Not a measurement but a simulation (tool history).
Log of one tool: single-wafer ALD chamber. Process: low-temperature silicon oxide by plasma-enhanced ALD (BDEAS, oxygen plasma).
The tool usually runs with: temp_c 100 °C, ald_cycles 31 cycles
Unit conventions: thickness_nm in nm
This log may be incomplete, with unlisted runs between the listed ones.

run   hour  temp_c  ald_cycles  wafers since the last listed run  hours since the last thermocouple change  hours since the gauge calibration  read-back reference wafer on the same gauge, thickness_nm  thickness_nm
  1    0.0     100          33                                 0                                     828.9                               57.8                                                      4.380         4.581
  2    7.7     100          33                                51                                     836.6                               65.5                                                      4.381         4.587
  3   23.4     100          31                               104                                     852.3                               81.2                                                      4.380         4.316
  4   37.0     100          31                                90                                     865.9                               94.8                                                      4.381         4.324
  5   46.3     100          31                                61                                     875.2                              104.1                                                      4.382         4.313
  6   60.9     100          31                                97                                     889.8                              118.7                                                      4.376         4.316
  7   72.7      91          30                                78                                     901.6                              130.5                                                      4.381         4.328
      84.2  -- gauge calibrated
  8   87.0      91          30                                95                                     915.9                                2.8                                                      4.380         4.325
  9  101.9     100          31                                99                                     930.8                               17.7                                                      4.377         4.309
 10  112.8     113          31                                72                                     941.7                               28.6                                                      4.379         4.190

Run 11 is up next; what results do you expect?
     131.8  -- thermocouple changed; heater temperature recalibrated
 11  132.3     100          31                                76                                       0.5                               48.1                                                          ?             ?

{"run 11": {"read-back reference wafer on the same gauge, thickness_nm": 4.385, "thickness_nm": 4.327}}
If the tool had no hidden condition, the same run with the same run-to-run variation would have returned thickness_nm 4.327 nm.
